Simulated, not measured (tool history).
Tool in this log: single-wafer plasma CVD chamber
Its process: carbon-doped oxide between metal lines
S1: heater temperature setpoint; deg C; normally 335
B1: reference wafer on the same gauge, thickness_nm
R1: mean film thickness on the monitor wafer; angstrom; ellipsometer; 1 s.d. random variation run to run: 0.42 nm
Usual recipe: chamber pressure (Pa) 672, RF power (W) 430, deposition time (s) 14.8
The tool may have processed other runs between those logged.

{"run": 1, "hour": 0.0, "S1": 335, "chamber pressure (Pa)": 672, "RF power (W)": 430, "deposition time (s)": 13.3, "B1": 81.336, "R1": 670.93}
{"hour": 54.4, "done": "showerhead replaced"}
{"run": 2, "hour": 54.9, "S1": 335, "chamber pressure (Pa)": 672, "RF power (W)": 430, "deposition time (s)": 14.8, "B1": 81.459, "R1": 747.26}
{"run": 3, "hour": 85.8, "S1": 335, "chamber pressure (Pa)": 672, "RF power (W)": 430, "deposition time (s)": 14.8, "B1": 81.406, "R1": 749.85}
{"run": 4, "hour": 122.2, "S1": 329, "chamber pressure (Pa)": 672, "RF power (W)": 430, "deposition time (s)": 14.8, "B1": 81.231, "R1": 757.64}
{"run": 5, "hour": 175.2, "S1": 329, "chamber pressure (Pa)": 672, "RF power (W)": 430, "deposition time (s)": 14.8, "B1": 81.372, "R1": 769.25}
{"run": 6, "hour": 211.6, "S1": 329, "chamber pressure (Pa)": 672, "RF power (W)": 430, "deposition time (s)": 14.8, "B1": 81.431, "R1": 766.91}
{"run": 7, "hour": 256.2, "S1": 332, "chamber pressure (Pa)": 672, "RF power (W)": 430, "deposition time (s)": 14.8, "B1": 81.584, "R1": 754.62}
{"run": 8, "hour": 322.3, "S1": 346, "chamber pressure (Pa)": 533, "RF power (W)": 515, "deposition time (s)": 15.9, "B1": 81.248, "R1": 849.12}
{"hour": 326.5, "done": "gauge calibrated"}
{"run": 9, "hour": 387.6, "S1": 335, "chamber pressure (Pa)": 540, "RF power (W)": 430, "deposition time (s)": 14.8, "B1": 77.799, "R1": 695.76}
{"run": 10, "hour": 444.0, "S1": 329, "chamber pressure (Pa)": 672, "RF power (W)": 430, "deposition time (s)": 14.8, "B1": 78.154, "R1": 728.86}
{"run": 11, "hour": 529.5, "S1": 340, "chamber pressure (Pa)": 672, "RF power (W)": 430, "deposition time (s)": 13.6, "B1": 78.739, "R1": 651.07}
{"run": 12, "hour": 578.3, "S1": 323, "chamber pressure (Pa)": 605, "RF power (W)": 430, "deposition time (s)": 14.8, "B1": 78.799, "R1": 753.15}
{"run": 13, "hour": 617.2, "S1": 335, "chamber pressure (Pa)": 837, "RF power (W)": 490, "deposition time (s)": 12.2, "B1": 78.993, "R1": 680.1}
{"run": 14, "hour": 647.7, "S1": 335, "chamber pressure (Pa)": 672, "RF power (W)": 430, "deposition time (s)": 14.8, "B1": 79.074, "R1": 729.91}
{"run": 15, "hour": 682.5, "S1": 335, "chamber pressure (Pa)": 672, "RF power (W)": 490, "deposition time (s)": 14.8, "B1": 79.161, "R1": 787.96}
{"run": 16, "hour": 743.3, "S1": 335, "chamber pressure (Pa)": 672, "RF power (W)": 485, "deposition time (s)": 14.8, "B1": 79.596, "R1": 802.07}
{"run": 17, "hour": 790.4, "S1": 341, "chamber pressure (Pa)": 672, "RF power (W)": 505, "deposition time (s)": 15.6, "B1": 79.585, "R1": 847.99}
{"hour": 818.3, "done": "thermocouple changed; heater temperature recalibrated"}
{"run": 18, "hour": 823.1, "S1": 340, "chamber pressure (Pa)": 735, "RF power (W)": 360, "deposition time (s)": 11.9, "B1": 79.756, "R1": 507.86}
{"run": 19, "hour": 894.6, "S1": 335, "chamber pressure (Pa)": 672, "RF power (W)": 430, "deposition time (s)": 14.8, "B1": 79.783, "R1": 736.66}
{"run": 20, "hour": 926.8, "S1": 349, "chamber pressure (Pa)": 615, "RF power (W)": 430, "deposition time (s)": 15.6, "B1": 79.941, "R1": 729.12}
{"run": 21, "hour": 955.5, "S1": 335, "chamber pressure (Pa)": 672, "RF power (W)": 430, "deposition time (s)": 14.8, "B1": 80.161, "R1": 730.79}
{"run": 22, "hour": 993.4, "S1": 335, "chamber pressure (Pa)": 840, "RF power (W)": 430, "deposition time (s)": 15.8, "B1": 80.098, "R1": 814.98}
{"hour": 1014.6, "done": "RF generator calibrated"}
{"run": 23, "hour": 1019.3, "S1": 335, "chamber pressure (Pa)": 672, "RF power (W)": 485, "deposition time (s)": 14.8, "B1": 80.126, "R1": 795.9}
{"run": 24, "hour": 1080.9, "S1": 335, "chamber pressure (Pa)": 672, "RF power (W)": 450, "deposition time (s)": 14.8, "B1": 80.29, "R1": 762.89}
{"run": 25, "hour": 1138.9, "S1": 335, "chamber pressure (Pa)": 672, "RF power (W)": 430, "deposition time (s)": 14.8, "B1": 80.501, "R1": 744.01}
{"run": 26, "hour": 1190.9, "S1": 335, "chamber pressure (Pa)": 672, "RF power (W)": 365, "deposition time (s)": 17.2, "B1": 80.668, "R1": 748.62}
{"run": 27, "hour": 1247.2, "S1": 328, "chamber pressure (Pa)": 672, "RF power (W)": 430, "deposition time (s)": 14.8, "B1": 80.703, "R1": 764.75}
{"run": 28, "hour": 1275.5, "S1": 335, "chamber pressure (Pa)": 672, "RF power (W)": 430, "deposition time (s)": 14.8, "B1": 80.573, "R1": 740.14}

Selected run-to-run steps in R1, each split into two signed amounts: the part the tool would show with no hidden state at all (from settings, incoming material and random variation), and the remainder, which goes to the hidden state together with any gauge scatter not common to the measured and the hidden-state-free results:
What the log doesn't record here: wafer temperature above the value expected at the setpoint (K); delivered RF power above the setpoint (%); true pressure above the setpoint (%); gauge reads high (%).
Run 8 -> 9: S1 346 -> 335, chamber pressure (Pa) 533 -> 540, RF power (W) 515 -> 430, deposition time (s) 15.9 -> 14.8, gauge calibrated. R1 -153.36 angstrom: hidden state -38.14, all else -115.22.
Run 17 -> 18: S1 341 -> 340, chamber pressure (Pa) 672 -> 735, RF power (W) 505 -> 360, deposition time (s) 15.6 -> 11.9, thermocouple changed; heater temperature recalibrated. R1 -340.13 angstrom: hidden state -6.56, all else -333.57.
Run 18 -> 19: S1 340 -> 335, chamber pressure (Pa) 735 -> 672, RF power (W) 360 -> 430, deposition time (s) 11.9 -> 14.8. R1 +228.80 angstrom: hidden state +6.89, all else +221.91.
